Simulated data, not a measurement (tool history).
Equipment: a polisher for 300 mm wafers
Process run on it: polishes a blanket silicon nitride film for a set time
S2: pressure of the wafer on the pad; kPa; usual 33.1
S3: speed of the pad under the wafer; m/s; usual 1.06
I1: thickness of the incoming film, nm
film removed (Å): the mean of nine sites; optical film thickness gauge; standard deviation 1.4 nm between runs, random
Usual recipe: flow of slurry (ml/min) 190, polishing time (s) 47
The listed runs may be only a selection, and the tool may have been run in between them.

run 1 hour=0 | flow_of_slurry_(ml/min)=190 S2=41.4 S3=1.06 polishing_time_(s)=47 | I1=649.4 | film_removed_(Å)=1233
run 2 hour=13.4 | flow_of_slurry_(ml/min)=190 S2=41.4 S3=1.06 polishing_time_(s)=47 | I1=650.7 | film_removed_(Å)=1194
run 3 hour=30.9 | flow_of_slurry_(ml/min)=190 S2=33.1 S3=1.06 polishing_time_(s)=47 | I1=652.2 | film_removed_(Å)=1028
run 4 hour=41.9 | flow_of_slurry_(ml/min)=190 S2=33.1 S3=1.06 polishing_time_(s)=47 | I1=646.5 | film_removed_(Å)=1053
-- hour=47 worn pad replaced by a new one
run 5 hour=48.8 | flow_of_slurry_(ml/min)=190 S2=33.1 S3=1.06 polishing_time_(s)=47 | I1=648.1 | film_removed_(Å)=1037
run 6 hour=65.4 | flow_of_slurry_(ml/min)=190 S2=33.1 S3=1.06 polishing_time_(s)=47 | I1=650.4 | film_removed_(Å)=1054
run 7 hour=73.4 | flow_of_slurry_(ml/min)=190 S2=33.1 S3=1.06 polishing_time_(s)=47 | I1=645.3 | film_removed_(Å)=1063
run 8 hour=86.5 | flow_of_slurry_(ml/min)=190 S2=33.1 S3=1.06 polishing_time_(s)=41 | I1=657.8 | film_removed_(Å)=933
run 9 hour=92.9 | flow_of_slurry_(ml/min)=190 S2=33.1 S3=1.06 polishing_time_(s)=47 | I1=652.1 | film_removed_(Å)=1034
run 10 hour=106.3 | flow_of_slurry_(ml/min)=190 S2=33.1 S3=1.06 polishing_time_(s)=47 | I1=640.8 | film_removed_(Å)=1043
run 11 hour=123.6 | flow_of_slurry_(ml/min)=190 S2=33.1 S3=1.06 polishing_time_(s)=47 | I1=635.9 | film_removed_(Å)=1056
run 12 hour=139.7 | flow_of_slurry_(ml/min)=190 S2=33.1 S3=1.06 polishing_time_(s)=47 | I1=654.6 | film_removed_(Å)=1054
run 13 hour=150.8 | flow_of_slurry_(ml/min)=235 S2=33.1 S3=1.06 polishing_time_(s)=42 | I1=640.5 | film_removed_(Å)=993
-- hour=161.7 worn pad replaced by a new one
run 14 hour=162.2 | flow_of_slurry_(ml/min)=235 S2=33.1 S3=1.06 polishing_time_(s)=42 | I1=641.7 | film_removed_(Å)=967
run 15 hour=176.5 | flow_of_slurry_(ml/min)=190 S2=33.1 S3=1.06 polishing_time_(s)=47 | I1=642.7 | film_removed_(Å)=1028
run 16 hour=190.4 | flow_of_slurry_(ml/min)=190 S2=33.1 S3=1.06 polishing_time_(s)=47 | I1=656.4 | film_removed_(Å)=1052
run 17 hour=201.5 | flow_of_slurry_(ml/min)=170 S2=40.7 S3=0.7 polishing_time_(s)=35 | I1=658.6 | film_removed_(Å)=666
-- hour=209.5 head pressure recalibrated
run 18 hour=219 | flow_of_slurry_(ml/min)=190 S2=33.1 S3=1.06 polishing_time_(s)=32 | I1=653.8 | film_removed_(Å)=715
run 19 hour=226.2 | flow_of_slurry_(ml/min)=130 S2=24.1 S3=1.06 polishing_time_(s)=47 | I1=652.6 | film_removed_(Å)=828
run 20 hour=244.2 | flow_of_slurry_(ml/min)=230 S2=33.1 S3=1.3 polishing_time_(s)=32 | I1=656.8 | film_removed_(Å)=833

What does the tool deliver on the next run?
run 21 hour=251.9 | flow_of_slurry_(ml/min)=190 S2=33.1 S3=1.06 polishing_time_(s)=47 | I1=649.7 | film_removed_(Å)=?

film removed (Å): 1078
Had the tool carried no hidden state, the very same run would have given film removed (Å) 1078.
